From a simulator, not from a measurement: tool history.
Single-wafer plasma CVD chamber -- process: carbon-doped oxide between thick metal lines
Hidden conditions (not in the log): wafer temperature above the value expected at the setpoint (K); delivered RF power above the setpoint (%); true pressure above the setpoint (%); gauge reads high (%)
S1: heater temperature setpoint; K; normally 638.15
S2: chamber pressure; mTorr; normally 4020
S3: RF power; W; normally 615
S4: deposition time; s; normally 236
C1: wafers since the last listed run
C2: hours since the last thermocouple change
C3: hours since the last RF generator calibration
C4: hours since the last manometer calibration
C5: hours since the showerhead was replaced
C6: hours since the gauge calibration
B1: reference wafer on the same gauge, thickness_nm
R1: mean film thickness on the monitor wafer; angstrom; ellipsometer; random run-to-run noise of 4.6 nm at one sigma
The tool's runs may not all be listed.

run     day      S1    S2   S3   S4   C1      C2      C3      C4      C5     C6        B1        R1
  1   0.000  638.15  4020  615  236    0  1557.2  1122.9  2684.3  3261.3    8.4  1060.703  11967.16
  2   0.721  638.15  4020  615  236  146  1574.5  1140.2  2701.6  3278.6   25.7  1060.591  11913.17
      1.575  -- thermocouple changed; heater temperature recalibrated
  3   1.596  638.15  4020  615  236  110     0.5  1161.2  2722.6  3299.6   46.7  1059.852  12042.91
  4   1.646  638.15  4280  615  236   10     1.7  1162.4  2723.8  3300.8   47.9  1059.795  12004.27
      2.396  -- capacitance manometer re-zeroed and calibrated
  5   2.417  638.15  4020  615  254   89    20.2  1180.9     0.5  3319.3   66.4  1060.217  12835.09
  6   2.846  638.15  4020  615  254   87    30.5  1191.2    10.8  3329.6   76.7  1060.303  12754.67
  7   3.275  638.15  4020  615  200   87    40.8  1201.5    21.1  3339.9   87.0  1060.666  10132.98
  8   4.000  638.15  4020  615  200  147    58.2  1218.9    38.5  3357.3  104.4  1060.069  10104.27
  9   4.625  638.15  4020  615  200  127    73.2  1233.9    53.5  3372.3  119.4  1062.405  10034.11
 10   4.958  638.15  4020  575  236   67    81.2  1241.9    61.5  3380.3  127.4  1058.078  11368.76
 11   5.300  638.15  4020  615  236   69    89.4  1250.1    69.7  3388.5  135.6  1060.188  11862.70
 12   5.992  638.15  4020  615  200  140   106.0  1266.7    86.3  3405.1  152.2  1060.365  10120.96
      6.942  -- RF generator calibrated
 13   6.962  638.15  4020  615  236  129   129.3     0.5   109.6  3428.4  175.5  1061.107  11539.77
 14   7.438  638.15  4020  615  236   96   140.7    11.9   121.0  3439.8  186.9  1059.978  11642.28
 15   8.067  645.15  4020  615  216  128   155.8    27.0   136.1  3454.9  202.0  1060.955  10452.40
 16   8.412  632.15  4020  615  209   70   164.1    35.3   144.4  3463.2  210.3  1061.319  10349.92
      9.225  -- showerhead replaced
 17  10.483  638.15  4020  615  236  353   213.8    85.0   194.1    30.2  260.0  1060.439  11544.09
 18  11.192  638.15  3100  615  236  144   230.8   102.0   211.1    47.2  277.0  1061.160  11310.08
 19  11.612  638.15  3720  510  213   85   240.9   112.1   221.2    57.3  287.1  1060.867   8947.98
     12.679  -- gauge calibrated
     12.733  -- RF generator calibrated, repeated, since the last time left the tool worse
 20  12.754  625.15  4020  555  236  164   268.3     0.5   248.6    84.7    1.8  1059.440  11938.88
 21  13.167  638.15  4020  615  236   84   278.2    10.4   258.5    94.6   11.7  1060.429  12438.56
 22  13.888  638.15  3040  500  236  146   295.5    27.7   275.8   111.9   29.0  1060.991  10435.09
 23  14.167  638.15  4020  705  236   56   302.2    34.4   282.5   118.6   35.7  1059.077  13603.37
 24  14.896  638.15  3180  615  236  148   319.7    51.9   300.0   136.1   53.2  1059.802  12167.99
 25  15.625  638.15  4020  615  236  148   337.2    69.4   317.5   153.6   70.7  1058.981  12482.11
 26  16.438  638.15  3440  615  222  165   356.7    88.9   337.0   173.1   90.2  1060.113  11488.48
 27  17.000  623.15  4020  700  236  114   370.2   102.4   350.5   186.6  103.7  1058.846  14061.30
 28  17.396  638.15  4020  615  272   80   379.7   111.9   360.0   196.1  113.2  1058.221  14324.18
 29  17.738  638.15  4020  615  236   69   387.9   120.1   368.2   204.3  121.4  1060.221  12315.94

Across each entry between runs, compare the hidden state at the last listed run before it with the hidden state at the first listed run after it:
After run 2, before run 3: thermocouple changed; heater temperature recalibrated (day 1.575)
  delivered RF power above the setpoint (%): -5.58 -> -5.76
  measured minus no-state result, R1: -480.88 -> -502.42 angstrom
After run 4, before run 5: capacitance manometer re-zeroed and calibrated (day 2.396)
  delivered RF power above the setpoint (%): -5.77 -> -5.93
  measured minus no-state result, R1: -501.75 -> -552.12 angstrom
After run 12, before run 13: RF generator calibrated (day 6.942)
  delivered RF power above the setpoint (%): -6.7 -> -10.3
  measured minus no-state result, R1: -495.69 -> -907.83 angstrom
After run 16, before run 17: showerhead replaced (day 9.225)
  delivered RF power above the setpoint (%): -10.3 -> -10.4
  measured minus no-state result, R1: -814.64 -> -910.83 angstrom
After run 19, before run 20: gauge calibrated (day 12.679); RF generator calibrated, repeated, since the last time left the tool worse (day 12.733)
  delivered RF power above the setpoint (%): -10.4 -> -0.511
  measured minus no-state result, R1: -786.92 -> -43.43 angstrom

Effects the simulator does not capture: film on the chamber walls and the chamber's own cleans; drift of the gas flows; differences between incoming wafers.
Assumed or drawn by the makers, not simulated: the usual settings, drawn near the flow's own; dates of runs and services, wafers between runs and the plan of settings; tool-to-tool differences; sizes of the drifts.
